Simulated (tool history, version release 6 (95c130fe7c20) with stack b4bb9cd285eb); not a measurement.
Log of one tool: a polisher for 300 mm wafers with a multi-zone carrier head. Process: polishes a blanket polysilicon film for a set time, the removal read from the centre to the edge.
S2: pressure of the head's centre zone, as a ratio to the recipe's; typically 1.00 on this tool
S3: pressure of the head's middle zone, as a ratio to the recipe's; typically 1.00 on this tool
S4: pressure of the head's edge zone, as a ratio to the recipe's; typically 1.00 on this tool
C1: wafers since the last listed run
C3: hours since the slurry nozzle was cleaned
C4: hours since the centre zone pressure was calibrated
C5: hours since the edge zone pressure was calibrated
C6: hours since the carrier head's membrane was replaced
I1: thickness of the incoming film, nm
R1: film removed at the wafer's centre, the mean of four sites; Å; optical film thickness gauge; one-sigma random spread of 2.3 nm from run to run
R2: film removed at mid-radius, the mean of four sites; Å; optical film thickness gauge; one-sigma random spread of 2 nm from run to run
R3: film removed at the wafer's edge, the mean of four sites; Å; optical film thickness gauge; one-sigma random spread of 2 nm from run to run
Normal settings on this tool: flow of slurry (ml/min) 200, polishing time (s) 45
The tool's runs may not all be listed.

Run 1, hour 0.0: usual settings but S3 0.95, polishing time (s) 49; C1 0; wafers polished on this pad 1395; C3 44.4; C4 328.0; C5 380.0; C6 302.5; I1 1172.7. Result: R1 2294 Å, R2 2229 Å, R3 2338 Å.
Run 2, hour 14.0: usual settings but flow of slurry (ml/min) 170, S3 1.11, S4 1.04, polishing time (s) 37; C1 209; wafers polished on this pad 1604; C3 58.4; C4 342.0; C5 394.0; C6 316.5; I1 1179.0. Result: R1 1668 Å, R2 1922 Å, R3 1745 Å.
Run 3, hour 26.9: usual settings but flow of slurry (ml/min) 265, S2 1.08, S3 1.11; C1 192; wafers polished on this pad 1797; C3 71.3; C4 354.9; C5 406.9; C6 329.4; I1 1169.8. Result: R1 2373 Å, R2 2438 Å, R3 2204 Å.
Run 4, hour 48.8: usual settings but flow of slurry (ml/min) 220, S2 0.90, S3 0.95, polishing time (s) 58; C1 327; wafers polished on this pad 2124; C3 93.2; C4 376.8; C5 428.8; C6 351.3; I1 1172.4. Result: R1 2491 Å, R2 2706 Å, R3 2826 Å.
Run 5, hour 79.7: usual settings but flow of slurry (ml/min) 165, S2 1.04, S3 0.97; C1 461; wafers polished on this pad 2586; C3 124.1; C4 407.7; C5 459.7; C6 382.2; I1 1177.0. Result: R1 2139 Å, R2 2073 Å, R3 2061 Å.
Run 6, hour 103.2: usual settings; C1 351; wafers polished on this pad 2937; C3 147.6; C4 431.2; C5 483.2; C6 405.7; I1 1192.1. Result: R1 2151 Å, R2 2140 Å, R3 2095 Å.
Run 7, hour 128.6: usual settings but flow of slurry (ml/min) 220, polishing time (s) 53; C1 379; wafers polished on this pad 3317; C3 173.0; C4 456.6; C5 508.6; C6 431.1; I1 1167.2. Result: R1 2554 Å, R2 2570 Å, R3 2493 Å.
Run 8, hour 141.1: usual settings but S3 1.08; C1 186; wafers polished on this pad 3504; C3 185.5; C4 469.1; C5 521.1; C6 443.6; I1 1159.5. Result: R1 2109 Å, R2 2322 Å, R3 2095 Å.
Run 9, hour 157.6: usual settings but flow of slurry (ml/min) 150, S2 0.89, S3 0.94, S4 1.04; C1 246; wafers polished on this pad 3750; C3 202.0; C4 485.6; C5 537.6; C6 460.1; I1 1192.8. Result: R1 1779 Å, R2 1944 Å, R3 2075 Å.
Run 10, hour 182.2: usual settings but S4 0.89; C1 367; wafers polished on this pad 4118; C3 226.6; C4 510.2; C5 562.2; C6 484.7; I1 1186.5. Result: R1 2112 Å, R2 2156 Å, R3 2026 Å.
At hour 198.2: worn pad replaced by a new one.
Run 11, hour 219.9: usual settings but S4 0.93, polishing time (s) 50; C1 503; wafers polished on this pad 323; C3 264.3; C4 547.9; C5 599.9; C6 522.4; I1 1181.1. Result: R1 2406 Å, R2 2466 Å, R3 2369 Å.
Run 12, hour 249.8: usual settings but S2 0.97, S4 1.06; C1 446; wafers polished on this pad 770; C3 294.2; C4 577.8; C5 629.8; C6 552.3; I1 1188.0. Result: R1 2061 Å, R2 2213 Å, R3 2247 Å.
Run 13, hour 282.0: usual settings but S2 0.88, S4 0.93, polishing time (s) 57; C1 481; wafers polished on this pad 1251; C3 326.4; C4 610.0; C5 662.0; C6 584.5; I1 1181.3. Result: R1 2339 Å, R2 2804 Å, R3 2665 Å.

Expected results for the next run?
Run 14, hour 328.8: usual settings; C1 699; wafers polished on this pad 1951; C3 373.2; C4 656.8; C5 708.8; C6 631.3; I1 1191.8. Result: R1 ?, R2 ?, R3 ?.

Run 14 produced R1 2107 Å, R2 2173 Å, R3 2136 Å.
The same run, on a tool lacking any hidden state, would have yielded R1 2190 Å, R2 2259 Å, R3 2220 Å.

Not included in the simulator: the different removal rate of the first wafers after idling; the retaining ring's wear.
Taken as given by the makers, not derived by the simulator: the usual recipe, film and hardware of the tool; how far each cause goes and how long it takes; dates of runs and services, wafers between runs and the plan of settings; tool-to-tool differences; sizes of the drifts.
